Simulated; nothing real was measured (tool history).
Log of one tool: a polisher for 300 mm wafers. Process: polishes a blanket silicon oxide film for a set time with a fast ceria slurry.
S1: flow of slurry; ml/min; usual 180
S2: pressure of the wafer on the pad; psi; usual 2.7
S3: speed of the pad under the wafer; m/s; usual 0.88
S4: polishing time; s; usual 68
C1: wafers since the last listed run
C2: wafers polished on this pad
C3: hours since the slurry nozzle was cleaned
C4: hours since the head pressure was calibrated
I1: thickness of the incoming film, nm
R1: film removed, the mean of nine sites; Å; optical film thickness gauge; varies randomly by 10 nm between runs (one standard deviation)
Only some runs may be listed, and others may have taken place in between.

Run 1, hour 0: usual settings but S3 0.64 m/s; C1 0; C2 690; C3 62.4; C4 421.5; I1 3337.6. Result: R1 6143 Å.
Run 2, hour 46.6: usual settings but S3 0.96 m/s; C1 419; C2 1109; C3 109; C4 468.1; I1 3337.8. Result: R1 8653 Å.
Run 3, hour 113: usual settings but S2 2.1 psi; C1 597; C2 1706; C3 175.4; C4 534.5; I1 3336.3. Result: R1 6272 Å.
At hour 128: worn pad replaced by a new one.
Run 4, hour 157.9: usual settings but S2 2.1 psi; C1 367; C2 268; C3 220.3; C4 579.4; I1 3303.1. Result: R1 6221 Å.
Run 5, hour 189.6: usual settings but S2 2.1 psi; C1 285; C2 553; C3 252; C4 611.1; I1 3290.1. Result: R1 6167 Å.
Run 6, hour 222.5: usual settings but S4 63 s; C1 295; C2 849; C3 284.9; C4 644; I1 3316.7. Result: R1 7444 Å.
Run 7, hour 264.1: usual settings but S4 63 s; C1 374; C2 1223; C3 326.5; C4 685.6; I1 3304.8. Result: R1 7332 Å.
At hour 298.9: worn pad replaced by a new one.
Run 8, hour 299.4: usual settings; C1 281; C2 4; C3 361.8; C4 720.9; I1 3286.9. Result: R1 8031 Å.
Run 9, hour 339.7: usual settings but S2 2.5 psi; C1 362; C2 366; C3 402.1; C4 761.2; I1 3306.6. Result: R1 7354 Å.
Run 10, hour 375.1: usual settings but S1 150 ml/min; C1 318; C2 685; C3 437.5; C4 796.6; I1 3284.6. Result: R1 7528 Å.
Run 11, hour 404.6: usual settings but S3 0.64 m/s, S4 58 s; C1 265; C2 950; C3 467; C4 826.1; I1 3350.4. Result: R1 5075 Å.
Run 12, hour 432.9: usual settings but S3 0.64 m/s; C1 254; C2 1204; C3 495.3; C4 854.4; I1 3315.4. Result: R1 6087 Å.
Run 13, hour 494.4: usual settings but S2 3.6 psi, S4 55 s; C1 552; C2 1757; C3 556.8; C4 915.9; I1 3331.1. Result: R1 8362 Å.
At hour 504.6: worn pad replaced by a new one.
Run 14, hour 520.9: usual settings but S4 80 s; C1 202; C2 146; C3 583.3; C4 942.4; I1 3313.2. Result: R1 8951 Å.
At hour 569: head pressure recalibrated.
Run 15, hour 585.8: usual settings but S2 3.6 psi; C1 565; C2 711; C3 648.2; C4 16.8; I1 3317.9. Result: R1 10194 Å.
At hour 590.4: slurry nozzle cleaned.
Run 16, hour 653.2: usual settings; C1 597; C2 1308; C3 62.8; C4 84.2; I1 3293.4. Result: R1 7970 Å.
At hour 690.9: worn pad replaced by a new one.
Run 17, hour 723.4: usual settings but S1 220 ml/min, S2 3.4 psi, S3 1.12 m/s, S4 91 s; C1 595; C2 292; C3 133; C4 154.4; I1 3318.5. Result: R1 16905 Å.
Run 18, hour 755.6: usual settings but S3 1.06 m/s; C1 289; C2 581; C3 165.2; C4 186.6; I1 3372.5. Result: R1 9584 Å.
Run 19, hour 795.2: usual settings but S1 230 ml/min, S3 0.64 m/s; C1 356; C2 937; C3 204.8; C4 226.2; I1 3319. Result: R1 6351 Å.
Run 20, hour 822.3: usual settings but S2 2.2 psi, S3 0.74 m/s, S4 46 s; C1 243; C2 1181; C3 231.9; C4 253.3; I1 3332.8. Result: R1 3738 Å.
Run 21, hour 854.7: usual settings; C1 291; C2 1472; C3 264.3; C4 285.7; I1 3339.8. Result: R1 7846 Å.
At hour 870.9: worn pad replaced by a new one.
Run 22, hour 885.4: usual settings but S2 3.5 psi; C1 240; C2 130; C3 295; C4 316.4; I1 3291.4. Result: R1 10178 Å.
Run 23, hour 936.3: usual settings but S4 63 s; C1 457; C2 588; C3 345.9; C4 367.3; I1 3290.7. Result: R1 7262 Å.

4 options for the next run, each taken on its own from the tool as it stands now. Forecast them:
Run A, hour 936.8: usual settings but S2 2.2 psi; C1 4; C2 592; C3 346.4; C4 367.8; I1 3320. Result: R1 ?.
Run B, hour 936.8: usual settings but S2 3 psi; C1 4; C2 592; C3 346.4; C4 367.8; I1 3320. Result: R1 ?.
Run C, hour 936.8: usual settings but S2 3.4 psi, S4 47 s; C1 4; C2 592; C3 346.4; C4 367.8; I1 3320. Result: R1 ?.
Run D, hour 936.8: usual settings but S2 3.3 psi; C1 4; C2 592; C3 346.4; C4 367.8; I1 3320. Result: R1 ?.

run    R1
  A  6412
  B  8743
  C  6849
  D  9618
Without the tool's unlogged condition, the same runs would have read:
run    R1
  A  6656
  B  9076
  C  7110
  D  9984
